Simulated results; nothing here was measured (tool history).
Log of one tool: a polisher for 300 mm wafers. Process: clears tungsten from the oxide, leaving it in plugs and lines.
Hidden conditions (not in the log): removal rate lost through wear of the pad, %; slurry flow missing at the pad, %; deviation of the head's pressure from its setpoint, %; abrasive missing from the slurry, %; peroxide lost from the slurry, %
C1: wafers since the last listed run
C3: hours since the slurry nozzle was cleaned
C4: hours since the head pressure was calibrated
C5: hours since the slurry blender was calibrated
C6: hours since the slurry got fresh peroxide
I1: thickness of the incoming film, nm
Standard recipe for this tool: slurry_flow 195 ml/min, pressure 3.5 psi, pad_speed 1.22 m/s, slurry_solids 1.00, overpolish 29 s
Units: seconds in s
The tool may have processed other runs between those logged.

run 1 hour=0.0 | slurry_flow=195 pressure=3.9 pad_speed=1.44 slurry_solids=1.00 overpolish=29 | C1=0 wafers_polished_on_this_pad=675 C3=321.3 C4=584.8 C5=335.7 C6=79.5 | I1=261.4 | seconds=41.4
run 2 hour=51.2 | slurry_flow=135 pressure=3.5 pad_speed=1.22 slurry_solids=1.00 overpolish=20 | C1=398 wafers_polished_on_this_pad=1073 C3=372.5 C4=636.0 C5=386.9 C6=130.7 | I1=262.0 | seconds=57.4
-- hour=102.9 slurry blender recalibrated
run 3 hour=103.4 | slurry_flow=175 pressure=2.8 pad_speed=1.40 slurry_solids=0.80 overpolish=29 | C1=390 wafers_polished_on_this_pad=1464 C3=424.7 C4=688.2 C5=0.5 C6=182.9 | I1=258.6 | seconds=60.2
-- hour=122.9 slurry nozzle cleaned
run 4 hour=169.2 | slurry_flow=195 pressure=3.5 pad_speed=1.50 slurry_solids=1.00 overpolish=29 | C1=504 wafers_polished_on_this_pad=1968 C3=46.3 C4=754.0 C5=66.3 C6=248.7 | I1=258.5 | seconds=44.4
run 5 hour=289.0 | slurry_flow=195 pressure=3.5 pad_speed=1.22 slurry_solids=1.00 overpolish=29 | C1=932 wafers_polished_on_this_pad=2900 C3=166.1 C4=873.8 C5=186.1 C6=368.5 | I1=258.1 | seconds=51.4
-- hour=349.8 head pressure recalibrated
run 6 hour=350.2 | slurry_flow=195 pressure=3.5 pad_speed=1.44 slurry_solids=1.00 overpolish=29 | C1=460 wafers_polished_on_this_pad=3361 C3=227.3 C4=0.4 C5=247.3 C6=429.7 | I1=255.2 | seconds=39.1
-- hour=356.5 worn pad replaced by a new one
run 7 hour=395.8 | slurry_flow=235 pressure=3.2 pad_speed=1.22 slurry_solids=1.00 overpolish=29 | C1=323 wafers_polished_on_this_pad=305 C3=272.9 C4=46.0 C5=292.9 C6=475.3 | I1=260.9 | seconds=50.1
run 8 hour=425.1 | slurry_flow=240 pressure=3.5 pad_speed=1.22 slurry_solids=0.85 overpolish=29 | C1=227 wafers_polished_on_this_pad=533 C3=302.2 C4=75.3 C5=322.2 C6=504.6 | I1=259.6 | seconds=48.6
run 9 hour=455.0 | slurry_flow=240 pressure=3.5 pad_speed=1.22 slurry_solids=0.85 overpolish=29 | C1=232 wafers_polished_on_this_pad=766 C3=332.1 C4=105.2 C5=352.1 C6=534.5 | I1=257.8 | seconds=48.0
-- hour=484.4 slurry tank refilled with fresh slurry and peroxide
run 10 hour=488.0 | slurry_flow=195 pressure=3.5 pad_speed=1.22 slurry_solids=1.00 overpolish=29 | C1=248 wafers_polished_on_this_pad=1015 C3=365.1 C4=138.2 C5=385.1 C6=3.6 | I1=258.2 | seconds=47.0
run 11 hour=516.8 | slurry_flow=145 pressure=3.0 pad_speed=1.22 slurry_solids=1.00 overpolish=35 | C1=224 wafers_polished_on_this_pad=1239 C3=393.9 C4=167.0 C5=413.9 C6=32.4 | I1=255.7 | seconds=58.9
run 12 hour=571.4 | slurry_flow=230 pressure=2.4 pad_speed=1.22 slurry_solids=1.15 overpolish=38 | C1=424 wafers_polished_on_this_pad=1663 C3=448.5 C4=221.6 C5=468.5 C6=87.0 | I1=260.3 | seconds=71.2
-- hour=579.8 slurry nozzle cleaned
-- hour=580.7 slurry blender recalibrated
run 13 hour=680.0 | slurry_flow=195 pressure=3.5 pad_speed=1.48 slurry_solids=1.00 overpolish=29 | C1=830 wafers_polished_on_this_pad=2493 C3=100.2 C4=330.2 C5=99.3 C6=195.6 | I1=259.4 | seconds=41.0
run 14 hour=727.9 | slurry_flow=195 pressure=3.5 pad_speed=1.22 slurry_solids=0.80 overpolish=43 | C1=372 wafers_polished_on_this_pad=2866 C3=148.1 C4=378.1 C5=147.2 C6=243.5 | I1=261.5 | seconds=51.7
run 15 hour=766.0 | slurry_flow=195 pressure=3.5 pad_speed=1.22 slurry_solids=1.00 overpolish=44 | C1=296 wafers_polished_on_this_pad=3163 C3=186.2 C4=416.2 C5=185.3 C6=281.6 | I1=259.8 | seconds=49.3
run 16 hour=816.3 | slurry_flow=215 pressure=3.5 pad_speed=1.54 slurry_solids=1.20 overpolish=25 | C1=391 wafers_polished_on_this_pad=3554 C3=236.5 C4=466.5 C5=235.6 C6=331.9 | I1=257.0 | seconds=40.0
run 17 hour=844.3 | slurry_flow=175 pressure=3.5 pad_speed=1.22 slurry_solids=1.15 overpolish=22 | C1=217 wafers_polished_on_this_pad=3772 C3=264.5 C4=494.5 C5=263.6 C6=359.9 | I1=257.0 | seconds=49.2
-- hour=897.9 worn pad replaced by a new one
run 18 hour=898.4 | slurry_flow=230 pressure=3.1 pad_speed=1.06 slurry_solids=1.00 overpolish=13 | C1=389 wafers_polished_on_this_pad=3 C3=318.6 C4=548.6 C5=317.7 C6=414.0 | I1=261.7 | seconds=64.5
run 19 hour=922.6 | slurry_flow=195 pressure=3.5 pad_speed=1.22 slurry_solids=1.00 overpolish=29 | C1=188 wafers_polished_on_this_pad=192 C3=342.8 C4=572.8 C5=341.9 C6=438.2 | I1=256.4 | seconds=49.7
run 20 hour=955.4 | slurry_flow=195 pressure=3.5 pad_speed=1.22 slurry_solids=1.00 overpolish=39 | C1=255 wafers_polished_on_this_pad=447 C3=375.6 C4=605.6 C5=374.7 C6=471.0 | I1=260.5 | seconds=51.7
-- hour=969.0 slurry tank refilled with fresh slurry and peroxide
run 21 hour=1016.0 | slurry_flow=195 pressure=3.5 pad_speed=1.22 slurry_solids=1.00 overpolish=29 | C1=463 wafers_polished_on_this_pad=910 C3=436.2 C4=666.2 C5=435.3 C6=47.0 | I1=256.2 | seconds=53.0
-- hour=1040.2 slurry nozzle cleaned
-- hour=1044.4 slurry blender recalibrated
run 22 hour=1061.4 | slurry_flow=195 pressure=3.5 pad_speed=0.90 slurry_solids=1.10 overpolish=29 | C1=329 wafers_polished_on_this_pad=1240 C3=21.2 C4=711.6 C5=17.0 C6=92.4 | I1=259.0 | seconds=61.7
run 23 hour=1103.6 | slurry_flow=170 pressure=3.5 pad_speed=0.82 slurry_solids=1.10 overpolish=29 | C1=328 wafers_polished_on_this_pad=1569 C3=63.4 C4=753.8 C5=59.2 C6=134.6 | I1=257.7 | seconds=63.5
run 24 hour=1168.2 | slurry_flow=150 pressure=2.8 pad_speed=1.22 slurry_solids=1.00 overpolish=29 | C1=502 wafers_polished_on_this_pad=2071 C3=128.0 C4=818.4 C5=123.8 C6=199.2 | I1=255.4 | seconds=65.9
run 25 hour=1228.6 | slurry_flow=195 pressure=3.5 pad_speed=1.22 slurry_solids=1.00 overpolish=24 | C1=469 wafers_polished_on_this_pad=2541 C3=188.4 C4=878.8 C5=184.2 C6=259.6 | I1=260.1 | seconds=52.3

Table of differences, measured result less the result of that run with no hidden state. Run-to-run variation is the same in both. Gauge scatter possibly is not:
run=1 seconds=+5.4
run=2 seconds=+8.2
run=3 seconds=+6.8
run=4 seconds=+5.2
run=5 seconds=+6.5
run=6 seconds=+0.6
run=7 seconds=+1.8
run=8 seconds=+2.3
run=9 seconds=+2.9
run=10 seconds=+3.6
run=11 seconds=+5.2
run=12 seconds=+8.0
run=13 seconds=+3.4
run=14 seconds=+4.7
run=15 seconds=+4.8
run=16 seconds=+4.3
run=17 seconds=+5.5
run=18 seconds=+8.0
run=19 seconds=+6.4
run=20 seconds=+7.0
run=21 seconds=+8.0
run=22 seconds=+7.2
run=23 seconds=+7.6
run=24 seconds=+8.2
run=25 seconds=+6.8
